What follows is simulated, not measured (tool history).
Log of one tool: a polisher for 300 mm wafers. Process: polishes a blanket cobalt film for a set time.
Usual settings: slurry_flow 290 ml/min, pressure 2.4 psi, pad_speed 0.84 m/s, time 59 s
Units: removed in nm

| run | day | slurry_flow | pressure | pad_speed | time | incoming thickness of the incoming film, nm | removed |
|---|---|---|---|---|---|---|---|
| 1 | 0 | 290 | 2.2 | 0.84 | 59 | 1327.4 | 254.9 |
| 2 | 0.267 | 290 | 2 | 0.84 | 59 | 1346.1 | 234.2 |
| 3 | 0.542 | 290 | 2 | 0.84 | 59 | 1317.5 | 231.8 |
| 4 | 1.096 | 290 | 2 | 0.84 | 59 | 1321.9 | 235.5 |
|  | 1.612 | worn pad replaced by a new one |
| 5 | 2.512 | 290 | 2.4 | 0.84 | 59 | 1317.5 | 276 |
| 6 | 3.183 | 290 | 2.4 | 0.84 | 59 | 1355.9 | 272.3 |
| 7 | 3.717 | 290 | 2.4 | 0.64 | 59 | 1338.2 | 206.7 |
| 8 | 4.138 | 290 | 2.4 | 0.84 | 59 | 1328.7 | 274.9 |
| 9 | 4.612 | 290 | 2.4 | 0.84 | 59 | 1335.7 | 270.7 |
| 10 | 5.071 | 290 | 2.4 | 0.84 | 59 | 1357.8 | 268.9 |
|  | 5.417 | worn pad replaced by a new one |
|  | 5.5 | head pressure recalibrated |
| 11 | 5.658 | 290 | 2.4 | 0.84 | 59 | 1329.3 | 273.9 |
| 12 | 6.367 | 290 | 2.4 | 0.84 | 59 | 1328.7 | 265.4 |
| 13 | 7.008 | 290 | 2.4 | 0.84 | 59 | 1334.7 | 265.3 |
| 14 | 7.571 | 290 | 2.4 | 0.84 | 80 | 1324.6 | 361.1 |
| 15 | 7.858 | 290 | 2.4 | 0.84 | 59 | 1349.2 | 265.3 |
| 16 | 8.533 | 290 | 2.4 | 0.84 | 59 | 1347.7 | 267.9 |
|  | 9.062 | worn pad replaced by a new one |
| 17 | 9.083 | 260 | 3.1 | 0.66 | 59 | 1308 | 258.8 |
| 18 | 9.604 | 260 | 3.1 | 0.66 | 59 | 1360.5 | 257.2 |
| 19 | 9.892 | 385 | 2 | 0.84 | 73 | 1323.9 | 292.3 |
| 20 | 10.154 | 350 | 2.7 | 0.84 | 59 | 1320.6 | 301 |
| 21 | 10.462 | 290 | 2.9 | 0.96 | 74 | 1340.4 | 454.8 |
| 22 | 10.829 | 230 | 2.4 | 0.84 | 59 | 1346.6 | 255.3 |
| 23 | 11.258 | 340 | 3 | 0.84 | 59 | 1344.6 | 326.6 |
|  | 11.312 | slurry nozzle cleaned |
| 24 | 11.838 | 205 | 2.9 | 0.68 | 38 | 1299.6 | 167.5 |
|  | 12.333 | worn pad replaced by a new one |
| 25 | 14.042 | 290 | 3.1 | 0.66 | 59 | 1323.3 | 277.2 |
| 26 | 14.758 | 290 | 2.4 | 0.84 | 59 | 1303.8 | 279.4 |
| 27 | 15.342 | 290 | 2.4 | 0.84 | 59 | 1353.9 | 278.2 |

Forecast each of these 3 alternatives for the next run:
| A | 15.358 | 290 | 2.4 | 0.84 | 76 | 1305.9 | ? |
| B | 15.358 | 290 | 1.9 | 0.84 | 59 | 1305.9 | ? |
| C | 15.358 | 330 | 2.8 | 0.84 | 59 | 1305.9 | ? |

| run | removed |
|---|---|
| A | 356.5 |
| B | 227 |
| C | 320.7 |
Without the tool's hidden state the same runs would have given:
| run | removed |
|---|---|
| A | 360.9 |
| B | 229.8 |
| C | 324.1 |
